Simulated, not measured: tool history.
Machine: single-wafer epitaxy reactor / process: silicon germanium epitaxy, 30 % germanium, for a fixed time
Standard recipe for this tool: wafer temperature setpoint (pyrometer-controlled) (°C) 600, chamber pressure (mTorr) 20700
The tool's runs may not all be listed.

run   hour  wafer temperature setpoint (pyrometer-controlled) (°C)  chamber pressure (mTorr)  read-back reference wafer on the same gauge, thickness_nm  mean film thickness on the monitor wafer (angstrom)
  1    0.0                                                     600                     20700                                                     56.240                                               606.80
  2   43.3                                                     600                     20700                                                     56.214                                               607.07
  3   54.0                                                     600                     20700                                                     56.322                                               603.44
  4   70.6                                                     600                     20700                                                     56.180                                               611.29
  5   79.7                                                     600                     20700                                                     56.129                                               605.56
  6  123.8                                                     600                     20700                                                     56.195                                               605.31
  7  140.9                                                     600                     20700                                                     56.338                                               606.93
  8  148.3                                                     600                     20700                                                     56.263                                               611.89
  9  162.1                                                     600                     20700                                                     56.185                                               611.62
 10  177.2                                                     600                     22500                                                     56.183                                               644.81
 11  191.0                                                     600                     22500                                                     56.191                                               642.37
 12  201.3                                                     610                     20700                                                     56.082                                               715.32
 13  207.8                                                     610                     20700                                                     56.149                                               719.08
     213.5  -- gauge calibrated
 14  220.5                                                     600                     20700                                                     56.144                                               611.76
 15  241.5                                                     600                     20700                                                     56.216                                               615.74
 16  256.5                                                     600                     19100                                                     56.250                                               592.21
 17  268.4                                                     609                     22300                                                     56.201                                               743.29
 18  282.9                                                     600                     20700                                                     56.269                                               613.99
     301.4  -- showerhead replaced
 19  301.9                                                     606                     18300                                                     56.253                                               631.02
 20  304.3                                                     591                     19300                                                     56.138                                               514.50
 21  312.1                                                     590                     22200                                                     56.176                                               549.63
 22  319.5                                                     614                     22500                                                     56.134                                               808.93
 23  334.0                                                     605                     17700                                                     56.163                                               615.41
 24  344.7                                                     600                     20700                                                     56.118                                               613.30
     355.3  -- capacitance manometer re-zeroed and calibrated
 25  355.7                                                     589                     15800                                                     56.076                                               446.66
     368.2  -- pyrometer calibrated
 26  389.4                                                     586                     19400                                                     56.180                                               432.57
 27  406.3                                                     610                     25600                                                     56.084                                               738.54
 28  421.2                                                     587                     25500                                                     56.158                                               510.03
 29  438.2                                                     613                     20700                                                     56.248                                               690.96
 30  450.9                                                     609                     24100                                                     56.274                                               709.49
 31  460.9                                                     608                     25400                                                     56.206                                               717.41
 32  468.2                                                     614                     23500                                                     56.342                                               760.62
 33  478.0                                                     600                     20700                                                     56.133                                               575.36

Results per run with the tool's hidden condition removed, run-to-run variation unchanged:
What the log doesn't record here: wafer temperature above the value expected at the setpoint (K); true pressure above the setpoint (%); gauge reads high (%).
run  mean film thickness on the monitor wafer (angstrom)
  1                                               560.22
  2                                               558.08
  3                                               554.15
  4                                               560.43
  5                                               554.68
  6                                               552.04
  7                                               552.58
  8                                               556.68
  9                                               555.68
 10                                               584.96
 11                                               581.96
 12                                               648.66
 13                                               651.66
 14                                               552.61
 15                                               555.05
 16                                               533.04
 17                                               669.52
 18                                               551.21
 19                                               566.18
 20                                               459.99
 21                                               490.90
 22                                               725.81
 23                                               550.32
 24                                               547.24
 25                                               397.09
 26                                               426.11
 27                                               726.82
 28                                               500.79
 29                                               677.96
 30                                               695.16
 31                                               702.20
 32                                               744.16
 33                                               562.01

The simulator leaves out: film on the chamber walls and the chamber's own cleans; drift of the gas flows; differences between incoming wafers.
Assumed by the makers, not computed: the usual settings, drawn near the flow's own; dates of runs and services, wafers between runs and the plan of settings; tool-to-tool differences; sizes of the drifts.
